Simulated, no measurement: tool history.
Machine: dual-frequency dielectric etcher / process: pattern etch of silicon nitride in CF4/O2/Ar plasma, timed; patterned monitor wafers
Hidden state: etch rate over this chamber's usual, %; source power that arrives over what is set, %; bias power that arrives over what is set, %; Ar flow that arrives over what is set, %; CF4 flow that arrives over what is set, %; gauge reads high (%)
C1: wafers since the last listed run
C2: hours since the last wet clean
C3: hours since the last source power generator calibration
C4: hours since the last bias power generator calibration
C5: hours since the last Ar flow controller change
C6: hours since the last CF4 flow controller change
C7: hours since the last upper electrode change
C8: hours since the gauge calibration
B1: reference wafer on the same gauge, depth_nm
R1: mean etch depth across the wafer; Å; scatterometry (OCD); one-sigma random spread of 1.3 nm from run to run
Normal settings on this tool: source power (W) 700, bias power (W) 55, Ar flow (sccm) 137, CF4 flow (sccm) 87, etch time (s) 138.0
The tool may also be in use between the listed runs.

run 1 day=0.000 | source_power_(W)=700 bias_power_(W)=55 Ar_flow_(sccm)=164 CF4_flow_(sccm)=79 etch_time_(s)=103.0 | C1=0 C2=440.0 C3=113.8 C4=2652.0 C5=40.2 C6=0.3 C7=64.7 C8=646.8 | B1=414.0 | R1=2608
run 2 day=0.408 | source_power_(W)=700 bias_power_(W)=55 Ar_flow_(sccm)=137 CF4_flow_(sccm)=105 etch_time_(s)=138.0 | C1=54 C2=449.8 C3=123.6 C4=2661.8 C5=50.0 C6=10.1 C7=74.5 C8=656.6 | B1=413.6 | R1=3757
run 3 day=0.846 | source_power_(W)=530 bias_power_(W)=55 Ar_flow_(sccm)=137 CF4_flow_(sccm)=78 etch_time_(s)=138.0 | C1=58 C2=460.3 C3=134.1 C4=2672.3 C5=60.5 C6=20.6 C7=85.0 C8=667.1 | B1=414.0 | R1=2837
-- day=0.946 gauge calibrated
run 4 day=1.292 | source_power_(W)=700 bias_power_(W)=48 Ar_flow_(sccm)=137 CF4_flow_(sccm)=87 etch_time_(s)=108.5 | C1=59 C2=471.0 C3=144.8 C4=2683.0 C5=71.2 C6=31.3 C7=95.7 C8=8.3 | B1=413.9 | R1=2748
run 5 day=1.854 | source_power_(W)=700 bias_power_(W)=55 Ar_flow_(sccm)=137 CF4_flow_(sccm)=87 etch_time_(s)=138.0 | C1=74 C2=484.5 C3=158.3 C4=2696.5 C5=84.7 C6=44.8 C7=109.2 C8=21.8 | B1=414.1 | R1=3690
run 6 day=2.562 | source_power_(W)=800 bias_power_(W)=67 Ar_flow_(sccm)=154 CF4_flow_(sccm)=87 etch_time_(s)=138.0 | C1=93 C2=501.5 C3=175.3 C4=2713.5 C5=101.7 C6=61.8 C7=126.2 C8=38.8 | B1=414.1 | R1=4389
run 7 day=2.862 | source_power_(W)=630 bias_power_(W)=55 Ar_flow_(sccm)=137 CF4_flow_(sccm)=87 etch_time_(s)=167.5 | C1=39 C2=508.7 C3=182.5 C4=2720.7 C5=108.9 C6=69.0 C7=133.4 C8=46.0 | B1=414.0 | R1=4070
-- day=4.046 wet clean of the chamber
run 8 day=4.067 | source_power_(W)=700 bias_power_(W)=55 Ar_flow_(sccm)=137 CF4_flow_(sccm)=68 etch_time_(s)=156.5 | C1=27 C2=0.5 C3=211.4 C4=2749.6 C5=137.8 C6=97.9 C7=162.3 C8=74.9 | B1=414.0 | R1=3934
run 9 day=4.079 | source_power_(W)=810 bias_power_(W)=55 Ar_flow_(sccm)=171 CF4_flow_(sccm)=87 etch_time_(s)=152.0 | C1=1 C2=0.8 C3=211.7 C4=2749.9 C5=138.1 C6=98.2 C7=162.6 C8=75.2 | B1=414.2 | R1=4303
-- day=4.612 bias power generator calibrated
run 10 day=4.646 | source_power_(W)=700 bias_power_(W)=55 Ar_flow_(sccm)=137 CF4_flow_(sccm)=87 etch_time_(s)=138.0 | C1=53 C2=14.4 C3=225.3 C4=0.8 C5=151.7 C6=111.8 C7=176.2 C8=88.8 | B1=414.1 | R1=3572
run 11 day=6.742 | source_power_(W)=700 bias_power_(W)=55 Ar_flow_(sccm)=137 CF4_flow_(sccm)=87 etch_time_(s)=138.0 | C1=277 C2=64.7 C3=275.6 C4=51.1 C5=202.0 C6=162.1 C7=226.5 C8=139.1 | B1=414.0 | R1=3570
run 12 day=7.938 | source_power_(W)=700 bias_power_(W)=55 Ar_flow_(sccm)=124 CF4_flow_(sccm)=87 etch_time_(s)=106.0 | C1=158 C2=93.4 C3=304.3 C4=79.8 C5=230.7 C6=190.8 C7=255.2 C8=167.8 | B1=414.1 | R1=2793
run 13 day=8.546 | source_power_(W)=700 bias_power_(W)=55 Ar_flow_(sccm)=137 CF4_flow_(sccm)=87 etch_time_(s)=138.0 | C1=80 C2=108.0 C3=318.9 C4=94.4 C5=245.3 C6=205.4 C7=269.8 C8=182.4 | B1=414.1 | R1=3589
run 14 day=9.167 | source_power_(W)=700 bias_power_(W)=55 Ar_flow_(sccm)=164 CF4_flow_(sccm)=87 etch_time_(s)=138.0 | C1=82 C2=122.9 C3=333.8 C4=109.3 C5=260.2 C6=220.3 C7=284.7 C8=197.3 | B1=413.9 | R1=3497
run 15 day=9.888 | source_power_(W)=700 bias_power_(W)=55 Ar_flow_(sccm)=137 CF4_flow_(sccm)=87 etch_time_(s)=138.0 | C1=95 C2=140.2 C3=351.1 C4=126.6 C5=277.5 C6=237.6 C7=302.0 C8=214.6 | B1=413.7 | R1=3640
run 16 day=10.354 | source_power_(W)=700 bias_power_(W)=55 Ar_flow_(sccm)=137 CF4_flow_(sccm)=87 etch_time_(s)=138.0 | C1=61 C2=151.4 C3=362.3 C4=137.8 C5=288.7 C6=248.8 C7=313.2 C8=225.8 | B1=414.2 | R1=3614
run 17 day=10.725 | source_power_(W)=750 bias_power_(W)=42 Ar_flow_(sccm)=137 CF4_flow_(sccm)=87 etch_time_(s)=138.0 | C1=49 C2=160.3 C3=371.2 C4=146.7 C5=297.6 C6=257.7 C7=322.1 C8=234.7 | B1=414.2 | R1=3453
run 18 day=12.512 | source_power_(W)=530 bias_power_(W)=55 Ar_flow_(sccm)=121 CF4_flow_(sccm)=87 etch_time_(s)=138.0 | C1=236 C2=203.2 C3=414.1 C4=189.6 C5=340.5 C6=300.6 C7=365.0 C8=277.6 | B1=413.7 | R1=2880
run 19 day=12.954 | source_power_(W)=700 bias_power_(W)=46 Ar_flow_(sccm)=137 CF4_flow_(sccm)=75 etch_time_(s)=165.0 | C1=58 C2=213.8 C3=424.7 C4=200.2 C5=351.1 C6=311.2 C7=375.6 C8=288.2 | B1=413.9 | R1=3954
run 20 day=13.233 | source_power_(W)=700 bias_power_(W)=64 Ar_flow_(sccm)=137 CF4_flow_(sccm)=106 etch_time_(s)=138.0 | C1=37 C2=220.5 C3=431.4 C4=206.9 C5=357.8 C6=317.9 C7=382.3 C8=294.9 | B1=414.5 | R1=3941
run 21 day=13.738 | source_power_(W)=700 bias_power_(W)=55 Ar_flow_(sccm)=137 CF4_flow_(sccm)=87 etch_time_(s)=138.0 | C1=66 C2=232.6 C3=443.5 C4=219.0 C5=369.9 C6=330.0 C7=394.4 C8=307.0 | B1=414.4 | R1=3625

Hidden state or all else? Some run-to-run changes of R1, split into what the settings, what came in and random variation would give without the hidden state, and what is left for the hidden state (with any gauge scatter that isn't in both results):
Run 1 -> 2: Ar flow (sccm) 164 -> 137, CF4 flow (sccm) 79 -> 105, etch time (s) 103.0 -> 138.0. R1 +1149 Å: hidden state +32, all else +1117.
Run 7 -> 8: source power (W) 630 -> 700, CF4 flow (sccm) 87 -> 68, etch time (s) 167.5 -> 156.5, wet clean of the chamber. R1 -136 Å: hidden state -122, all else -14.
Run 18 -> 19: source power (W) 530 -> 700, bias power (W) 55 -> 46, Ar flow (sccm) 121 -> 137, CF4 flow (sccm) 87 -> 75, etch time (s) 138.0 -> 165.0. R1 +1074 Å: hidden state +17, all else +1057.
